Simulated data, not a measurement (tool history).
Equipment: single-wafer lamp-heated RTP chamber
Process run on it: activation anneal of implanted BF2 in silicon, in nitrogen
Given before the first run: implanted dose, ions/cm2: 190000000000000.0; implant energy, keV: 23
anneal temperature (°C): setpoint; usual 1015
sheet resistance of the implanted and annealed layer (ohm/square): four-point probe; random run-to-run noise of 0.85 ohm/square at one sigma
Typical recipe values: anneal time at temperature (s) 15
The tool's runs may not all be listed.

run   hour  anneal temperature (°C)  anneal time at temperature (s)  read-back reference wafer on the same gauge, sheet resistance  sheet resistance of the implanted and annealed layer (ohm/square)
  1      0                     1015                              15                                                         455.38                                                              560.7
  2    8.4                     1015                              15                                                         455.19                                                             559.88
  3   24.5                     1015                              15                                                         455.19                                                             561.92
  4   41.7                     1015                              15                                                         454.73                                                             561.32
  5   57.3                     1015                              15                                                         454.45                                                             561.02
  6   72.3                     1015                              15                                                         454.09                                                             559.45
  7   86.6                     1015                              15                                                         453.79                                                             557.75
  8   93.6                     1036                              15                                                         453.66                                                             558.13
  9    100                     1036                              15                                                         453.85                                                             557.97
 10  116.2                     1015                              15                                                         453.38                                                             560.07
 11  133.5                     1015                              15                                                         453.01                                                             558.36
 12  151.2                     1028                               8                                                         452.88                                                             562.71
 13  165.3                     1028                               8                                                         452.41                                                             560.59
     165.3  -- gauge calibrated
 14  177.5                     1028                               8                                                         458.85                                                             569.51
 15  186.3                     1015                               9                                                         458.58                                                              568.2
 16  195.5                     1015                              22                                                         458.54                                                             562.72
 17  207.3                     1015                              18                                                         458.27                                                             563.59
 18  217.9                      989                              15                                                         457.94                                                             567.79
 19  227.9                      987                              15                                                         457.73                                                             568.99
 20  271.1                     1037                              15                                                         457.13                                                             562.06
 21  283.2                     1015                              15                                                         456.96                                                             562.94
 22  295.7                      986                               9                                                         456.63                                                             568.02
     312.7  -- reflector plate cleaned
     318.5  -- pyrometer window cleaned and pyrometer calibrated
 23    319                     1028                               8                                                         456.24                                                             565.85
 24  319.3                     1037                              12                                                          456.3                                                              562.3
 25  322.4                     1015                              15                                                         456.16                                                             562.58
 26  329.7                     1041                              12                                                         456.02                                                             561.74
 27  336.5                     1015                              24                                                         455.71                                                             558.54
 28  349.8                     1015                              15                                                         455.69                                                             562.12
 29  364.1                     1030                              17                                                         455.42                                                             560.73
 30  370.6                     1015                              10                                                         455.29                                                              562.3
 31  377.5                     1015                              21                                                         454.93                                                             558.48
 32  394.4                     1015                              15                                                         454.83                                                             559.04
 33  405.4                     1037                               6                                                         454.46                                                             562.56

Consider 5 possible next runs. They are alternatives, not a sequence: every one starts from the tool as it was left by run 33. What does each give?
  A  405.8                     1015                              15                                                              ?                                                                  ?
  B  405.8                     1031                              15                                                              ?                                                                  ?
  C  405.8                      986                              19                                                              ?                                                                  ?
  D  405.8                     1002                               7                                                              ?                                                                  ?
  E  405.8                      997                              10                                                              ?                                                                  ?

run  read-back reference wafer on the same gauge, sheet resistance  sheet resistance of the implanted and annealed layer (ohm/square)
  A                                                         454.65                                                             560.76
  B                                                         454.65                                                             559.97
  C                                                         454.65                                                             563.41
  D                                                         454.65                                                             564.04
  E                                                         454.65                                                             563.63
Stripped of hidden state, with their random variation kept, the same runs would have yielded:
run  sheet resistance of the implanted and annealed layer (ohm/square)
  A                                                             566.17
  B                                                             565.38
  C                                                             568.85
  D                                                             569.48
  E                                                             569.06
